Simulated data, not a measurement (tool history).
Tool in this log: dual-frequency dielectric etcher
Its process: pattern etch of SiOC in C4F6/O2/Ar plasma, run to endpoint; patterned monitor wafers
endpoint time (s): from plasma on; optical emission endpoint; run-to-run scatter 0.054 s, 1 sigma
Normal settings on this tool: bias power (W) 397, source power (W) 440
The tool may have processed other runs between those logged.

| run | hour | bias power (W) | source power (W) | wafers since the last listed run | hours since the last wet clean | hours since the last bias power generator calibration | hours since the last source power generator calibration | hours since the last upper electrode change | incoming incoming film thickness, nm | endpoint time (s) |
|---|---|---|---|---|---|---|---|---|---|---|
| 1 | 0 | 397 | 510 | 0 | 179.4 | 3536.4 | 2852.6 | 2727.7 | 27.19 | 8.1 |
| 2 | 40.2 | 397 | 510 | 590 | 219.6 | 3576.6 | 2892.8 | 2767.9 | 26.96 | 8.2 |
| 3 | 105.5 | 397 | 510 | 958 | 284.9 | 3641.9 | 2958.1 | 2833.2 | 27.17 | 8.1 |
| 4 | 162 | 397 | 520 | 829 | 341.4 | 3698.4 | 3014.6 | 2889.7 | 27.24 | 8.3 |
| 5 | 204.3 | 397 | 440 | 620 | 383.7 | 3740.7 | 3056.9 | 2932 | 26.81 | 8.4 |
|  | 218.4 | bias power generator calibrated |
| 6 | 267.7 | 446 | 440 | 872 | 447.1 | 49.3 | 3120.3 | 2995.4 | 27.37 | 8.3 |
| 7 | 306.4 | 359 | 440 | 568 | 485.8 | 88 | 3159 | 3034.1 | 26.84 | 8.7 |
| 8 | 349.2 | 397 | 440 | 628 | 528.6 | 130.8 | 3201.8 | 3076.9 | 27.18 | 8.7 |
|  | 381.7 | wet clean of the chamber |
| 9 | 382.2 | 480 | 520 | 132 | 0.5 | 163.8 | 3234.8 | 3109.9 | 27.23 | 7.7 |
| 10 | 405.1 | 397 | 440 | 336 | 23.4 | 186.7 | 3257.7 | 3132.8 | 27 | 8.2 |
| 11 | 430.3 | 308 | 360 | 369 | 48.6 | 211.9 | 3282.9 | 3158 | 26.93 | 8.9 |
|  | 464.5 | upper electrode replaced |
|  | 481.3 | source power generator calibrated |
| 12 | 481.8 | 397 | 340 | 344 | 100.1 | 263.4 | 0.5 | 17.3 | 27 | 8.6 |
| 13 | 540.6 | 327 | 540 | 863 | 158.9 | 322.2 | 59.3 | 76.1 | 26.91 | 8.2 |
| 14 | 587.2 | 397 | 440 | 684 | 205.5 | 368.8 | 105.9 | 122.7 | 27.28 | 8.4 |
| 15 | 616 | 332 | 540 | 422 | 234.3 | 397.6 | 134.7 | 151.5 | 27.05 | 8.3 |
| 16 | 668 | 441 | 490 | 763 | 286.3 | 449.6 | 186.7 | 203.5 | 26.98 | 7.9 |

Predict each of these 5 candidate next runs independently; none follows another, all start after run 16:
| A | 668.4 | 428 | 440 | 5 | 286.7 | 450 | 187.1 | 203.9 | 27.01 | ? |
| B | 668.4 | 357 | 410 | 5 | 286.7 | 450 | 187.1 | 203.9 | 27.01 | ? |
| C | 668.4 | 438 | 440 | 5 | 286.7 | 450 | 187.1 | 203.9 | 27.01 | ? |
| D | 668.4 | 397 | 330 | 5 | 286.7 | 450 | 187.1 | 203.9 | 27.01 | ? |
| E | 668.4 | 322 | 440 | 5 | 286.7 | 450 | 187.1 | 203.9 | 27.01 | ? |

| run | endpoint time (s) |
|---|---|
| A | 8.2 |
| B | 8.7 |
| C | 8.1 |
| D | 8.7 |
| E | 8.8 |
What these runs would have given with no unlogged condition in the tool:
| run | endpoint time (s) |
|---|---|
| A | 8 |
| B | 8.5 |
| C | 7.9 |
| D | 8.6 |
| E | 8.6 |
